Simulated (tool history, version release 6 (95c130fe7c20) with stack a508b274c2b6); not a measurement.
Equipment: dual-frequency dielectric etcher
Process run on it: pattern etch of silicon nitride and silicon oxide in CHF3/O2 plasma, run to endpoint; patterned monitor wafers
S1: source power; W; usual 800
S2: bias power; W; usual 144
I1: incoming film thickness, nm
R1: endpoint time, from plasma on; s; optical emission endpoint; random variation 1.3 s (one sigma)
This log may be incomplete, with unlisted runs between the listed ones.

run	day	S1	S2	I1	R1
1	0	740	144	308	203.7
# day 0.975: wet clean of the chamber
2	0.996	740	144	303.7	195.6
3	2.017	740	144	306	199.5
4	2.917	800	144	303.4	195.4
5	3.429	800	144	304	194.2
6	4.075	800	144	305.3	198
7	4.783	800	144	305	193.8
8	5.608	800	144	305.2	194.4
9	6.154	800	144	306.2	195.2
# day 7.267: source power generator calibrated
10	7.562	800	144	306.2	197.3
11	8.25	800	144	306.3	194.3
12	9.025	800	144	304.9	196.6
13	9.7	670	115	305.7	224.4
14	10.9	800	144	306.8	196.9
15	12.258	950	178	304.1	168.6
16	13.238	940	144	306.5	188.6
17	13.767	800	130	305.1	203.3

Run 18 is up next; what results do you expect?
18	14.512	950	144	304.2	?

{"run 18": {"R1": 183.1}}
Take away the tool's hidden state, keep the run-to-run variation as it was, and the same run would have given R1 183.1 s.

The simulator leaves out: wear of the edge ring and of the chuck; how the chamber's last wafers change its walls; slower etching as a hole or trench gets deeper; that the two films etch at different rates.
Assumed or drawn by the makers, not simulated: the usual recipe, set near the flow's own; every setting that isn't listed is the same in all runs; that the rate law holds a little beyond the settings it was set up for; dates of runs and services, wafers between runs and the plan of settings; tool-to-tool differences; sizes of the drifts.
